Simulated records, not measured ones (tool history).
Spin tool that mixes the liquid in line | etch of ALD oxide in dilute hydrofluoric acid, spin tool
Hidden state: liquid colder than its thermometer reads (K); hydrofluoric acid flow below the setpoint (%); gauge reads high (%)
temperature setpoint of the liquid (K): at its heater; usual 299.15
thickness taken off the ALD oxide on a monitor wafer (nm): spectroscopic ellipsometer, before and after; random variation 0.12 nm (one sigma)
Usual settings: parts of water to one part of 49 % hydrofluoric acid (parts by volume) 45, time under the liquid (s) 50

run   hour  temperature setpoint of the liquid (K)  parts of water to one part of 49 % hydrofluoric acid (parts by volume)  time under the liquid (s)  wafers since the last listed run  hours since the thermometer was replaced  hours since the hydrofluoric acid flow meter was replaced  hours since the gauge calibration  read-back film thickness of the ALD oxide reference wafer, read on the same gauge (nm)  thickness taken off the ALD oxide on a monitor wafer (nm)
  1      0                                  299.15                                                                      45                         50                                 0                                    1706.5                                                     1392.5                              158.9                                                                                  140.02                                                      21.43
  2   22.9                                  299.15                                                                      45                         50                               393                                    1729.4                                                     1415.4                              181.8                                                                                  139.97                                                      21.56
  3   37.3                                  299.15                                                                      45                         50                               247                                    1743.8                                                     1429.8                              196.2                                                                                  140.04                                                      21.27
  4   61.8                                  299.15                                                                      45                         50                               420                                    1768.3                                                     1454.3                              220.7                                                                                  140.02                                                      21.42
  5   91.6                                  299.15                                                                      45                         50                               511                                    1798.1                                                     1484.1                              250.5                                                                                  139.98                                                       21.1
  6  124.1                                  299.15                                                                      45                         50                               557                                    1830.6                                                     1516.6                                283                                                                                  140.05                                                      21.24
  7  141.9                                  299.15                                                                      45                         50                               305                                    1848.4                                                     1534.4                              300.8                                                                                  140.03                                                      21.06
     149.8  -- gauge calibrated
  8  175.1                                  299.15                                                                      45                         50                               569                                    1881.6                                                     1567.6                               25.3                                                                                  139.96                                                      21.23
  9  187.9                                  299.15                                                                      45                         50                               219                                    1894.4                                                     1580.4                               38.1                                                                                  140.01                                                      20.96
 10  207.5                                  299.15                                                                      30                         25                               336                                      1914                                                       1600                               57.7                                                                                  140.01                                                      16.02
     214.4  -- thermometer replaced
     239.4  -- hydrofluoric acid flow meter replaced
 11  240.2                                  297.65                                                                      50                         30                               526                                      25.8                                                        0.8                               90.4                                                                                  140.02                                                      11.89
 12  261.3                                  299.15                                                                      55                         30                               362                                      46.9                                                       21.9                              111.5                                                                                  139.99                                                      11.41
 13  282.6                                  303.15                                                                      45                         50                               365                                      68.2                                                       43.2                              132.8                                                                                     140                                                      27.63
 14  300.5                                  299.15                                                                      55                         35                               307                                      86.1                                                       61.1                              150.7                                                                                  139.96                                                      13.34

4 ways to go on from here, each from the tool as it stands after run 14. What would each give?
  A  300.9                                  299.15                                                                      45                         30                                 6                                      86.5                                                       61.5                              151.1                                                                                       ?                                                          ?
  B  300.9                                  301.15                                                                      40                         50                                 6                                      86.5                                                       61.5                              151.1                                                                                       ?                                                          ?
  C  300.9                                  299.15                                                                      50                         50                                 6                                      86.5                                                       61.5                              151.1                                                                                       ?                                                          ?
  D  300.9                                  294.65                                                                      45                         60                                 6                                      86.5                                                       61.5                              151.1                                                                                       ?                                                          ?

run  read-back film thickness of the ALD oxide reference wafer, read on the same gauge (nm)  thickness taken off the ALD oxide on a monitor wafer (nm)
  A                                                                                  140.01                                                       14.1
  B                                                                                  140.01                                                      28.88
  C                                                                                  140.01                                                         21
  D                                                                                  140.01                                                      23.41
Without the tool's hidden state the same runs would have given:
run  thickness taken off the ALD oxide on a monitor wafer (nm)
  A                                                      14.52
  B                                                      29.73
  C                                                      21.63
  D                                                       24.1
